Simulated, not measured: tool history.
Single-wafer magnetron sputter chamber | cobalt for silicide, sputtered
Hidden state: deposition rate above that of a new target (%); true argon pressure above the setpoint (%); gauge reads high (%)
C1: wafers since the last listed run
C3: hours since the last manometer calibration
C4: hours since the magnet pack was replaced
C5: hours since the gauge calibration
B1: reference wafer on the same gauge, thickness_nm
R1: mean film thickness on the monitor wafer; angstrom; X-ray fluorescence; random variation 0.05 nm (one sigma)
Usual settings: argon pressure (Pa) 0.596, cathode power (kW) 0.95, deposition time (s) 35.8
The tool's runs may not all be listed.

Run 1, hour 0: usual settings but deposition time (s) 34.4; C1 0; wafers on the sputter target 3628; C3 2224.1; C4 4866.5; C5 178.4; B1 16.368. Result: R1 145.33 angstrom.
Run 2, hour 22.4: usual settings but cathode power (kW) 0.8; C1 311; wafers on the sputter target 3940; C3 2246.5; C4 4888.9; C5 200.8; B1 16.352. Result: R1 130.09 angstrom.
Run 3, hour 53.9: usual settings but cathode power (kW) 0.8; C1 438; wafers on the sputter target 4378; C3 2278; C4 4920.4; C5 232.3; B1 16.317. Result: R1 130.3 angstrom.
Run 4, hour 114.3: usual settings but argon pressure (Pa) 0.527; C1 841; wafers on the sputter target 5219; C3 2338.4; C4 4980.8; C5 292.7; B1 16.292. Result: R1 155.71 angstrom.
Run 5, hour 130.1: usual settings but argon pressure (Pa) 0.527; C1 220; wafers on the sputter target 5439; C3 2354.2; C4 4996.6; C5 308.5; B1 16.279. Result: R1 155.3 angstrom.
At hour 142.3: gauge calibrated.
Run 6, hour 159.5: usual settings but argon pressure (Pa) 0.527; C1 409; wafers on the sputter target 5849; C3 2383.6; C4 5026; C5 17.2; B1 16.492. Result: R1 157.07 angstrom.
At hour 175: magnet pack replaced.
Run 7, hour 179.4: usual settings; C1 165; wafers on the sputter target 6015; C3 2403.5; C4 4.4; C5 37.1; B1 16.48. Result: R1 153.62 angstrom.
Run 8, hour 198.7: usual settings; C1 268; wafers on the sputter target 6283; C3 2422.8; C4 23.7; C5 56.4; B1 16.462. Result: R1 153.24 angstrom.
Run 9, hour 214.6: usual settings; C1 221; wafers on the sputter target 6505; C3 2438.7; C4 39.6; C5 72.3; B1 16.469. Result: R1 152.91 angstrom.
Run 10, hour 227.7: usual settings but cathode power (kW) 1.05; C1 182; wafers on the sputter target 6687; C3 2451.8; C4 52.7; C5 85.4; B1 16.454. Result: R1 168.05 angstrom.
At hour 277.6: sputter target and shields replaced.
Run 11, hour 314.9: usual settings; C1 1102; wafers on the sputter target 519; C3 2539; C4 139.9; C5 172.6; B1 16.393. Result: R1 152.72 angstrom.
At hour 333.7: capacitance manometer re-zeroed and calibrated.
Run 12, hour 341.1: usual settings but deposition time (s) 29.1; C1 253; wafers on the sputter target 772; C3 7.4; C4 166.1; C5 198.8; B1 16.372. Result: R1 123.91 angstrom.
Run 13, hour 354.8: usual settings but argon pressure (Pa) 0.46, cathode power (kW) 0.75, deposition time (s) 32.3; C1 190; wafers on the sputter target 963; C3 21.1; C4 179.8; C5 212.5; B1 16.371. Result: R1 116.68 angstrom.
Run 14, hour 368.8: usual settings; C1 194; wafers on the sputter target 1158; C3 35.1; C4 193.8; C5 226.5; B1 16.361. Result: R1 151.62 angstrom.
Run 15, hour 402.8: usual settings but argon pressure (Pa) 0.508, cathode power (kW) 0.85, deposition time (s) 32.4; C1 473; wafers on the sputter target 1631; C3 69.1; C4 227.8; C5 260.5; B1 16.323. Result: R1 128.79 angstrom.
At hour 416.2: gauge calibrated.
Run 16, hour 431.1: usual settings but argon pressure (Pa) 0.508, deposition time (s) 39; C1 394; wafers on the sputter target 2025; C3 97.4; C4 256.1; C5 14.9; B1 16.502. Result: R1 174.25 angstrom.
Run 17, hour 446.3: usual settings but deposition time (s) 41.8; C1 211; wafers on the sputter target 2237; C3 112.6; C4 271.3; C5 30.1; B1 16.506. Result: R1 179.45 angstrom.
Run 18, hour 460.6: usual settings but argon pressure (Pa) 0.7, cathode power (kW) 0.75, deposition time (s) 39.3; C1 199; wafers on the sputter target 2436; C3 126.9; C4 285.6; C5 44.4; B1 16.491. Result: R1 131.37 angstrom.

Hidden state or all else? Some run-to-run changes of R1, split into what the settings, what came in and random variation would give without the hidden state, and what is left for the hidden state (with any gauge scatter that isn't in both results):
Run 5 -> 6: gauge calibrated. R1 +1.77 angstrom: hidden state +2.04, all else -0.27.
Run 17 -> 18: argon pressure (Pa) 0.596 -> 0.7, cathode power (kW) 0.95 -> 0.75, deposition time (s) 41.8 -> 39.3. R1 -48.08 angstrom: hidden state -0.08, all else -48.
